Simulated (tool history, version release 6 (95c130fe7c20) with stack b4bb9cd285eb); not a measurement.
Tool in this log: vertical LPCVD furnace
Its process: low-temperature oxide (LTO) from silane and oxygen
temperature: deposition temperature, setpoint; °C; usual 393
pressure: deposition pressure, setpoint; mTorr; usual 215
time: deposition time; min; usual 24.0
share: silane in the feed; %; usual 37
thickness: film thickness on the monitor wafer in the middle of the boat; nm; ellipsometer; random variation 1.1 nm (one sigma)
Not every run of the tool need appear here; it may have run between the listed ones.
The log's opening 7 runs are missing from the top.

run	hour	temperature	pressure	time	share	read-back reference wafer on the same gauge, thickness	thickness
8	314.2	393	185	24.0	37	216.24	171.20
9	366.5	393	215	24.0	35	215.82	184.25
# hour 395.3: silane flow controller replaced
10	395.8	393	215	24.0	37	216.09	199.08
11	424.2	393	215	24.0	37	215.72	195.66
12	461.3	404	215	32.5	40	216.19	333.87
13	530.4	393	185	28.5	37	216.02	202.80
14	594.4	393	175	29.5	37	216.48	196.42
15	627.9	400	215	29.5	37	215.80	263.43
16	671.8	397	215	24.0	33	215.80	176.20
17	724.1	393	215	27.0	42	216.26	254.98
18	764.5	384	180	26.5	34	216.33	145.16
19	795.5	393	230	24.0	32	216.05	171.83
20	827.1	393	260	24.0	41	215.87	269.00
# hour 869.1: thermocouples replaced and temperature profile calibrated
21	880.6	398	245	33.0	32	216.22	269.95
22	945.0	389	215	19.0	37	216.04	147.40
23	971.5	401	215	28.0	37	215.98	248.69
24	1018.2	388	215	24.0	30	216.20	137.28
25	1072.2	393	215	24.0	37	216.21	194.94
26	1119.0	393	240	18.0	37	215.75	162.66
27	1170.8	393	175	24.0	40	215.94	173.39
28	1217.0	393	180	24.0	34	216.01	143.74
29	1249.2	393	215	24.0	37	215.77	192.53
30	1285.4	393	235	18.0	31	215.92	124.32

What if the next run were any one of these 5? Each begins from the tool's condition after run 30:
A	1289.5	393	215	19.0	37	?	?
B	1289.5	393	215	30.5	37	?	?
C	1289.5	393	235	24.0	37	?	?
D	1289.5	382	215	24.0	33	?	?
E	1289.5	389	215	32.0	40	?	?

run	read-back reference wafer on the same gauge, thickness	thickness
A	216.10	152.80
B	216.10	245.29
C	216.10	211.46
D	216.10	144.47
E	216.10	271.22
The same runs, with their run-to-run variation unchanged, on a tool lacking any hidden condition would have given:
run	thickness
A	156.94
B	251.93
C	216.68
D	148.38
E	278.57

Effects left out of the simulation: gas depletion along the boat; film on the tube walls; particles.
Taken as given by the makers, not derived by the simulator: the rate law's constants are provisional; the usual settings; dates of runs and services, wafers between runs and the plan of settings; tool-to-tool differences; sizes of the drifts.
